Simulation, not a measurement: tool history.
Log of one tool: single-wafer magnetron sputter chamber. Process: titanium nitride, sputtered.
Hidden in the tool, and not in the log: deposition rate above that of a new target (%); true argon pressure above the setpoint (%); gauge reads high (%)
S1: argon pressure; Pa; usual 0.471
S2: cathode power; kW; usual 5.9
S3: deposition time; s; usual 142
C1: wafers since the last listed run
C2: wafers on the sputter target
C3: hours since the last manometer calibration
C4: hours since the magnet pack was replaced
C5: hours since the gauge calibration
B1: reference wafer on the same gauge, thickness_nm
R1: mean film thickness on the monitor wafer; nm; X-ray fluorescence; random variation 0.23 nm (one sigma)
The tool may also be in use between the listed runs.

run	hour	S1	S2	S3	C1	C2	C3	C4	C5	B1	R1
1	0	0.471	6.45	142	0	6573	2148	7025.5	122.7	161.946	160.097
2	14.9	0.471	6.45	142	115	6689	2162.9	7040.4	137.6	162.109	160.381
3	42.2	0.471	5.9	142	211	6901	2190.2	7067.7	164.9	162.128	145.896
4	75.7	0.471	5.9	142	260	7161	2223.7	7101.2	198.4	162.043	145.952
5	94.5	0.471	5.9	163	145	7307	2242.5	7120	217.2	162.026	167.34
# hour 119: capacitance manometer re-zeroed and calibrated
# hour 149.5: sputter target and shields replaced
6	154.8	0.471	5.9	163	343	41	35.8	7180.3	277.5	161.979	175.229
# hour 184.2: magnet pack replaced
7	184.7	0.615	5.9	142	170	211	65.7	0.5	307.4	162.097	141.966
8	199.4	0.615	5.9	142	114	325	80.4	15.2	322.1	162.065	142.249
# hour 201.8: gauge calibrated
9	231.1	0.471	6.95	142	246	571	112.1	46.9	29.3	162.021	179.856
10	248.3	0.471	5.9	142	133	704	129.3	64.1	46.5	161.926	153.241
11	272.7	0.376	6.85	167	189	894	153.7	88.5	70.9	162.02	219.274
12	302.1	0.551	5	134	228	1122	183.1	117.9	100.3	162.053	117.339
13	332.8	0.471	5.9	142	238	1360	213.8	148.6	131	161.955	152.635
14	345.6	0.619	7.15	117	99	1460	226.6	161.4	143.8	161.971	141.616
15	396.7	0.471	5.9	150	396	1857	277.7	212.5	194.9	161.937	161.14

3 ways to go on from here, each from the tool as it stands after run 15. What would each give?
A	397.1	0.471	5.9	142	3	1860	278.1	212.9	195.3	?	?
B	397.1	0.554	6.7	155	3	1860	278.1	212.9	195.3	?	?
C	397.1	0.601	5.9	142	3	1860	278.1	212.9	195.3	?	?

run	B1	R1
A	161.981	152.652
B	161.981	181.432
C	161.981	142.968
Without the tool's hidden state the same runs would have given:
run	R1
A	153.952
B	183.206
C	144.466

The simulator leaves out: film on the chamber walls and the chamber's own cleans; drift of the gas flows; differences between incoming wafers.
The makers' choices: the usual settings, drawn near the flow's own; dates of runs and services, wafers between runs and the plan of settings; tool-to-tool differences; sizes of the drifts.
